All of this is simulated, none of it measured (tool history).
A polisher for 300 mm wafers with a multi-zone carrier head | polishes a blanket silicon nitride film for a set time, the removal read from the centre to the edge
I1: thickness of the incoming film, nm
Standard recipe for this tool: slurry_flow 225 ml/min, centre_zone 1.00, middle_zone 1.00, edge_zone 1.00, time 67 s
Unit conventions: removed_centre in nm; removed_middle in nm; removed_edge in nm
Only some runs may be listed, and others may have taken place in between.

run 1 day=0.000 | slurry_flow=225 centre_zone=1.00 middle_zone=1.00 edge_zone=1.00 time=67 | I1=523.1 | removed_centre=104.9 removed_middle=101.2 removed_edge=105.8
run 2 day=1.367 | slurry_flow=225 centre_zone=1.00 middle_zone=1.00 edge_zone=1.09 time=67 | I1=527.2 | removed_centre=105.1 removed_middle=101.9 removed_edge=110.6
run 3 day=3.692 | slurry_flow=150 centre_zone=1.00 middle_zone=1.05 edge_zone=1.07 time=59 | I1=523.8 | removed_centre=84.3 removed_middle=86.5 removed_edge=91.8
run 4 day=6.242 | slurry_flow=225 centre_zone=1.00 middle_zone=1.00 edge_zone=1.00 time=82 | I1=527.9 | removed_centre=126.0 removed_middle=123.9 removed_edge=131.9
run 5 day=8.325 | slurry_flow=250 centre_zone=1.00 middle_zone=1.00 edge_zone=0.89 time=67 | I1=521.6 | removed_centre=105.4 removed_middle=103.9 removed_edge=101.1
-- day=8.558 carrier head's membrane replaced by a new one
-- day=8.646 centre zone pressure recalibrated
-- day=9.150 worn pad replaced by a new one
-- day=10.208 edge zone pressure recalibrated
run 6 day=11.238 | slurry_flow=175 centre_zone=1.00 middle_zone=1.00 edge_zone=0.96 time=56 | I1=512.9 | removed_centre=82.7 removed_middle=82.3 removed_edge=84.5
run 7 day=12.575 | slurry_flow=225 centre_zone=1.00 middle_zone=1.00 edge_zone=1.00 time=67 | I1=518.3 | removed_centre=101.6 removed_middle=100.8 removed_edge=105.1
-- day=13.050 slurry nozzle cleaned
run 8 day=16.917 | slurry_flow=225 centre_zone=1.00 middle_zone=1.00 edge_zone=1.00 time=67 | I1=514.9 | removed_centre=102.5 removed_middle=102.0 removed_edge=104.3
run 9 day=18.696 | slurry_flow=185 centre_zone=0.91 middle_zone=1.00 edge_zone=1.00 time=67 | I1=522.5 | removed_centre=91.5 removed_middle=98.9 removed_edge=104.7
run 10 day=21.625 | slurry_flow=225 centre_zone=1.00 middle_zone=1.00 edge_zone=1.00 time=79 | I1=517.9 | removed_centre=121.6 removed_middle=118.4 removed_edge=124.8
run 11 day=23.071 | slurry_flow=225 centre_zone=1.00 middle_zone=1.00 edge_zone=1.00 time=67 | I1=515.3 | removed_centre=103.0 removed_middle=101.1 removed_edge=106.4
run 12 day=24.629 | slurry_flow=205 centre_zone=1.00 middle_zone=0.90 edge_zone=1.06 time=44 | I1=514.5 | removed_centre=68.5 removed_middle=60.6 removed_edge=71.5
run 13 day=26.738 | slurry_flow=225 centre_zone=1.00 middle_zone=1.00 edge_zone=1.00 time=67 | I1=520.5 | removed_centre=101.9 removed_middle=102.2 removed_edge=107.1
-- day=27.279 centre zone pressure recalibrated
run 14 day=28.679 | slurry_flow=225 centre_zone=0.93 middle_zone=1.00 edge_zone=1.00 time=76 | I1=524.2 | removed_centre=108.6 removed_middle=116.3 removed_edge=120.0
-- day=29.067 worn pad replaced by a new one
run 15 day=30.025 | slurry_flow=225 centre_zone=1.00 middle_zone=1.00 edge_zone=1.00 time=67 | I1=518.3 | removed_centre=106.0 removed_middle=101.6 removed_edge=106.3
run 16 day=32.346 | slurry_flow=195 centre_zone=0.93 middle_zone=1.00 edge_zone=1.00 time=67 | I1=511.9 | removed_centre=94.5 removed_middle=101.9 removed_edge=103.5
run 17 day=35.188 | slurry_flow=225 centre_zone=1.06 middle_zone=1.00 edge_zone=1.00 time=45 | I1=519.9 | removed_centre=73.1 removed_middle=69.0 removed_edge=71.2
run 18 day=36.404 | slurry_flow=285 centre_zone=0.90 middle_zone=0.90 edge_zone=0.93 time=67 | I1=517.4 | removed_centre=96.2 removed_middle=95.6 removed_edge=105.1

What does the tool deliver on the next run?
run 19 day=38.700 | slurry_flow=270 centre_zone=0.91 middle_zone=1.00 edge_zone=1.00 time=67 | I1=517.1 | removed_centre=? removed_middle=? removed_edge=?

removed_centre: 98.0 nm
removed_middle: 104.3 nm
removed_edge: 108.7 nm
The same run, on a tool lacking any hidden state, would have yielded removed_centre 98.0 nm, removed_middle 104.3 nm, removed_edge 108.7 nm.
